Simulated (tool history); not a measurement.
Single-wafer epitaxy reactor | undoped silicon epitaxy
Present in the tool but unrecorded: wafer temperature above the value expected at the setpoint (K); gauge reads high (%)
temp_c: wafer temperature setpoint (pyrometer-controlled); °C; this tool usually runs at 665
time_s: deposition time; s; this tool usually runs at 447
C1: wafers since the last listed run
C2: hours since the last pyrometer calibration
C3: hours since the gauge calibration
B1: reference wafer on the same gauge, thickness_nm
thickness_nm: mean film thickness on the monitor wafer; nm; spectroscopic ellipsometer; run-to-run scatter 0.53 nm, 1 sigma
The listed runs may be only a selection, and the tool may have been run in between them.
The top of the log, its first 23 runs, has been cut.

Run 24, hour 1435.8: usual settings; C1 83; C2 293.3; C3 106.7; B1 111.096. Result: thickness_nm 112.028 nm.
Run 25, hour 1494: usual settings but temp_c 660 °C, time_s 375 s; C1 175; C2 351.5; C3 164.9; B1 110.914. Result: thickness_nm 83.412 nm.
Run 26, hour 1546.1: usual settings but temp_c 659 °C, time_s 423 s; C1 157; C2 403.6; C3 217; B1 110.893. Result: thickness_nm 92.314 nm.
Run 27, hour 1585.8: usual settings but temp_c 660 °C, time_s 472 s; C1 119; C2 443.3; C3 256.7; B1 111.043. Result: thickness_nm 104.174 nm.
Run 28, hour 1627.6: usual settings but temp_c 660 °C, time_s 513 s; C1 126; C2 485.1; C3 298.5; B1 110.984. Result: thickness_nm 114.703 nm.
Run 29, hour 1668: usual settings but temp_c 672 °C; C1 121; C2 525.5; C3 338.9; B1 111.151. Result: thickness_nm 132.606 nm.
Run 30, hour 1725.5: usual settings; C1 173; C2 583; C3 396.4; B1 110.895. Result: thickness_nm 113.527 nm.
Run 31, hour 1769.5: usual settings but temp_c 651 °C, time_s 494 s; C1 132; C2 627; C3 440.4; B1 110.911. Result: thickness_nm 89.374 nm.
Run 32, hour 1915.7: usual settings; C1 440; C2 773.2; C3 586.6; B1 110.886. Result: thickness_nm 115.389 nm.
Run 33, hour 1984.6: usual settings; C1 207; C2 842.1; C3 655.5; B1 111.012. Result: thickness_nm 115.47 nm.

Here are 3 independent what-if runs from the current tool condition. What would each one return?
Run A, hour 1985.1: usual settings but temp_c 676 °C; C1 1; C2 842.6; C3 656; B1 ?. Result: thickness_nm ?.
Run B, hour 1985.1: usual settings but temp_c 654 °C, time_s 385 s; C1 1; C2 842.6; C3 656; B1 ?. Result: thickness_nm ?.
Run C, hour 1985.1: usual settings but temp_c 671 °C, time_s 527 s; C1 1; C2 842.6; C3 656; B1 ?. Result: thickness_nm ?.

run       B1  thickness_nm
  A  110.908       149.977
  B  110.908        76.281
  C  110.908       157.253
The same runs, with their run-to-run variation unchanged, on a tool lacking any hidden condition would have given:
run  thickness_nm
  A        143.38
  B        72.746
  C       150.254

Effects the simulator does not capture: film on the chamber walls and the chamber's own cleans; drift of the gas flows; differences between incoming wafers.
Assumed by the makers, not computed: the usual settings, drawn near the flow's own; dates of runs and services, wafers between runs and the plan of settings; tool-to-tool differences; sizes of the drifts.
